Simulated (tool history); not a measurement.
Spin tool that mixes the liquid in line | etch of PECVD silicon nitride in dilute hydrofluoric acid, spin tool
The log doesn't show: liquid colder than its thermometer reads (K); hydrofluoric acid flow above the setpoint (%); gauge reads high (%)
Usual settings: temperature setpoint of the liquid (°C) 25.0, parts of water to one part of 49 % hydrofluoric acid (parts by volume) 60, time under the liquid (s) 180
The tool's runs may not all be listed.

run,day,temperature setpoint of the liquid (°C),parts of water to one part of 49 % hydrofluoric acid (parts by volume),time under the liquid (s),wafers since the last listed run,hours since the thermometer was replaced,hours since the hydrofluoric acid flow meter was replaced,hours since the gauge calibration,"read-back film thickness of the PECVD silicon nitride reference wafer, read on the same gauge (nm)",thickness taken off the PECVD silicon nitride on a monitor wafer (Å)
1,0.000,22.0,60,180,0,611.4,1925.1,347.2,130.05,63.0
2,1.238,22.0,60,180,229,641.1,1954.8,376.9,130.00,62.0
3,2.458,25.0,60,180,226,670.4,1984.1,406.2,130.00,76.8
4,3.721,25.0,60,180,233,700.7,2014.4,436.5,129.99,76.4
5,4.933,25.0,60,180,224,729.8,2043.5,465.6,130.03,77.2
6,5.575,25.0,60,180,118,745.2,2058.9,481.0,130.01,76.2
7,6.892,25.0,60,180,243,776.8,2090.5,512.6,130.03,76.9
8,8.162,25.0,60,180,235,807.3,2121.0,543.1,130.02,76.6
9,9.592,25.0,60,180,264,841.6,2155.3,577.4,129.93,76.9
# day 9.704: hydrofluoric acid flow meter replaced
10,11.067,25.0,80,145,265,877.0,32.7,612.8,129.97,41.5
11,11.579,25.0,80,145,94,889.3,45.0,625.1,130.01,42.2
12,12.588,25.0,60,140,186,913.5,69.2,649.3,130.01,53.2
13,13.167,27.5,70,145,107,927.4,83.1,663.2,129.99,56.1
# day 13.429: gauge calibrated
14,13.775,29.5,60,240,112,942.0,97.7,8.3,129.99,122.7
# day 14.254: thermometer replaced
15,14.458,29.5,60,240,118,4.9,114.1,24.7,130.04,133.0
16,15.488,25.0,60,95,190,29.6,138.8,49.4,130.00,38.8
17,16.221,25.0,60,95,135,47.2,156.4,67.0,130.03,38.7
18,17.325,20.5,60,180,204,73.7,182.9,93.5,129.99,54.0
19,18.379,26.5,35,180,195,99.0,208.2,118.8,130.01,138.5
20,19.575,28.0,90,180,221,127.7,236.9,147.5,130.03,60.0
21,20.346,25.0,60,180,142,146.2,255.4,166.0,130.05,73.5
22,21.067,28.5,75,215,133,163.5,272.7,183.3,130.00,87.4
23,22.067,25.0,60,85,185,187.5,296.7,207.3,129.99,34.6
24,23.492,29.5,60,240,263,221.7,330.9,241.5,130.02,131.3
25,24.683,23.0,40,180,220,250.3,359.5,270.1,130.03,96.4

The tool's hidden state at each run:
gauge reads high (%): 0 in every run
H1: liquid colder than its thermometer reads (K)
H2: hydrofluoric acid flow above the setpoint (%)
run,H1,H2
1,0.76,11.3
2,0.797,11.4
3,0.834,11.6
4,0.871,11.8
5,0.908,12
6,0.927,12
7,0.966,12.2
8,1,12.4
9,1.05,12.6
10,1.09,1.2
11,1.11,1.27
12,1.14,1.41
13,1.15,1.49
14,1.17,1.57
15,0.0771,1.67
16,0.108,1.81
17,0.13,1.91
18,0.163,2.06
19,0.194,2.21
20,0.23,2.37
21,0.253,2.48
22,0.274,2.58
23,0.304,2.72
24,0.347,2.91
25,0.382,3.08
